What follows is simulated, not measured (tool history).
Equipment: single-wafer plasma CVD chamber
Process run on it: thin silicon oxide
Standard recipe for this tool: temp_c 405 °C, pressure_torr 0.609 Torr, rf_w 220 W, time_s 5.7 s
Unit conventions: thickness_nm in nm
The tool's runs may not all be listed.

| run | hour | temp_c | pressure_torr | rf_w | time_s | wafers since the last listed run | hours since the last thermocouple change | hours since the last RF generator calibration | hours since the last manometer calibration | hours since the showerhead was replaced | hours since the gauge calibration | read-back reference wafer on the same gauge, thickness_nm | thickness_nm |
|---|---|---|---|---|---|---|---|---|---|---|---|---|---|
| 1 | 0 | 413 | 0.609 | 220 | 6.22 | 0 | 84.7 | 1134.5 | 888.3 | 6.1 | 1115.7 | 6.1 | 6.019 |
|  | 29.3 | capacitance manometer re-zeroed and calibrated |
| 2 | 60.8 | 405 | 0.609 | 220 | 5 | 1894 | 145.5 | 1195.3 | 31.5 | 66.9 | 1176.5 | 6.102 | 4.88 |
|  | 91.1 | RF generator calibrated |
| 3 | 107 | 405 | 0.609 | 210 | 5.7 | 1370 | 191.7 | 15.9 | 77.7 | 113.1 | 1222.7 | 6.098 | 5.472 |
| 4 | 132.1 | 405 | 0.609 | 210 | 5.7 | 900 | 216.8 | 41 | 102.8 | 138.2 | 1247.8 | 6.101 | 5.497 |
| 5 | 183.1 | 410 | 0.66 | 220 | 5.7 | 1829 | 267.8 | 92 | 153.8 | 189.2 | 1298.8 | 6.096 | 6.151 |
| 6 | 246.4 | 405 | 0.759 | 220 | 6.09 | 2271 | 331.1 | 155.3 | 217.1 | 252.5 | 1362.1 | 6.101 | 7.548 |
| 7 | 276.1 | 417 | 0.609 | 245 | 5.7 | 1065 | 360.8 | 185 | 246.8 | 282.2 | 1391.8 | 6.098 | 6.064 |
| 8 | 308.2 | 419 | 0.609 | 220 | 5.7 | 1151 | 392.9 | 217.1 | 278.9 | 314.3 | 1423.9 | 6.1 | 5.627 |
| 9 | 357 | 392 | 0.609 | 220 | 5.09 | 1750 | 441.7 | 265.9 | 327.7 | 363.1 | 1472.7 | 6.098 | 5.117 |
| 10 | 414.7 | 405 | 0.517 | 195 | 5.7 | 2070 | 499.4 | 323.6 | 385.4 | 420.8 | 1530.4 | 6.102 | 4.359 |
| 11 | 451.2 | 405 | 0.68 | 185 | 5.27 | 1309 | 535.9 | 360.1 | 421.9 | 457.3 | 1566.9 | 6.102 | 5.073 |
| 12 | 479.6 | 400 | 0.609 | 220 | 5.7 | 1018 | 564.3 | 388.5 | 450.3 | 485.7 | 1595.3 | 6.102 | 5.694 |
| 13 | 541.8 | 405 | 0.609 | 220 | 5.7 | 2231 | 626.5 | 450.7 | 512.5 | 547.9 | 1657.5 | 6.102 | 5.684 |
| 14 | 607.6 | 391 | 0.532 | 200 | 5.7 | 2360 | 692.3 | 516.5 | 578.3 | 613.7 | 1723.3 | 6.1 | 4.621 |
| 15 | 645.6 | 405 | 0.494 | 220 | 5.7 | 1363 | 730.3 | 554.5 | 616.3 | 651.7 | 1761.3 | 6.097 | 4.589 |
|  | 647.1 | gauge calibrated |
| 16 | 704.5 | 399 | 0.609 | 180 | 4.88 | 2113 | 789.2 | 613.4 | 675.2 | 710.6 | 57.4 | 6.099 | 4.108 |
| 17 | 765.2 | 405 | 0.609 | 220 | 6.81 | 2177 | 849.9 | 674.1 | 735.9 | 771.3 | 118.1 | 6.097 | 6.757 |
| 18 | 807.5 | 405 | 0.609 | 220 | 5.7 | 1517 | 892.2 | 716.4 | 778.2 | 813.6 | 160.4 | 6.1 | 5.651 |
| 19 | 867.7 | 405 | 0.515 | 205 | 4.82 | 2159 | 952.4 | 776.6 | 838.4 | 873.8 | 220.6 | 6.101 | 3.812 |
| 20 | 933.2 | 398 | 0.609 | 240 | 5.7 | 2350 | 1017.9 | 842.1 | 903.9 | 939.3 | 286.1 | 6.099 | 6.034 |
|  | 948.8 | capacitance manometer re-zeroed and calibrated |
| 21 | 974.2 | 415 | 0.609 | 220 | 5.7 | 1184 | 1058.9 | 883.1 | 25.4 | 980.3 | 327.1 | 6.102 | 5.611 |
| 22 | 1037.1 | 410 | 0.66 | 220 | 5.7 | 2256 | 1121.8 | 946 | 88.3 | 1043.2 | 390 | 6.101 | 6.07 |
| 23 | 1092.1 | 405 | 0.609 | 220 | 5.7 | 1973 | 1176.8 | 1001 | 143.3 | 1098.2 | 445 | 6.1 | 5.613 |
| 24 | 1119.2 | 405 | 0.677 | 180 | 5.7 | 972 | 1203.9 | 1028.1 | 170.4 | 1125.3 | 472.1 | 6.103 | 5.222 |
| 25 | 1181 | 398 | 0.609 | 245 | 5.7 | 2217 | 1265.7 | 1089.9 | 232.2 | 1187.1 | 533.9 | 6.101 | 6.036 |
|  | 1228.5 | thermocouple changed; heater temperature recalibrated |
| 26 | 1230.3 | 397 | 0.609 | 255 | 5.7 | 1481 | 1.8 | 1139.2 | 281.5 | 1236.4 | 583.2 | 6.097 | 6.224 |
| 27 | 1274.1 | 405 | 0.609 | 220 | 4.57 | 1571 | 45.6 | 1183 | 325.3 | 1280.2 | 627 | 6.098 | 4.467 |
| 28 | 1387.7 | 405 | 0.609 | 220 | 5.7 | 4075 | 159.2 | 1296.6 | 438.9 | 1393.8 | 740.6 | 6.103 | 5.517 |

4 options for the next run, each taken on its own from the tool as it stands now. Forecast them:
| A | 1388.1 | 405 | 0.609 | 220 | 5.7 | 14 | 159.6 | 1297 | 439.3 | 1394.2 | 741 | ? | ? |
| B | 1388.1 | 405 | 0.609 | 260 | 6.78 | 14 | 159.6 | 1297 | 439.3 | 1394.2 | 741 | ? | ? |
| C | 1388.1 | 416 | 0.609 | 220 | 5.7 | 14 | 159.6 | 1297 | 439.3 | 1394.2 | 741 | ? | ? |
| D | 1388.1 | 405 | 0.609 | 255 | 6.06 | 14 | 159.6 | 1297 | 439.3 | 1394.2 | 741 | ? | ? |

| run | read-back reference wafer on the same gauge, thickness_nm | thickness_nm |
|---|---|---|
| A | 6.104 | 5.529 |
| B | 6.104 | 7.384 |
| C | 6.104 | 5.485 |
| D | 6.104 | 6.52 |
Take away the tool's hidden state, keep each run's random variation, and the runs would have read:
| run | thickness_nm |
|---|---|
| A | 5.699 |
| B | 7.588 |
| C | 5.654 |
| D | 6.704 |

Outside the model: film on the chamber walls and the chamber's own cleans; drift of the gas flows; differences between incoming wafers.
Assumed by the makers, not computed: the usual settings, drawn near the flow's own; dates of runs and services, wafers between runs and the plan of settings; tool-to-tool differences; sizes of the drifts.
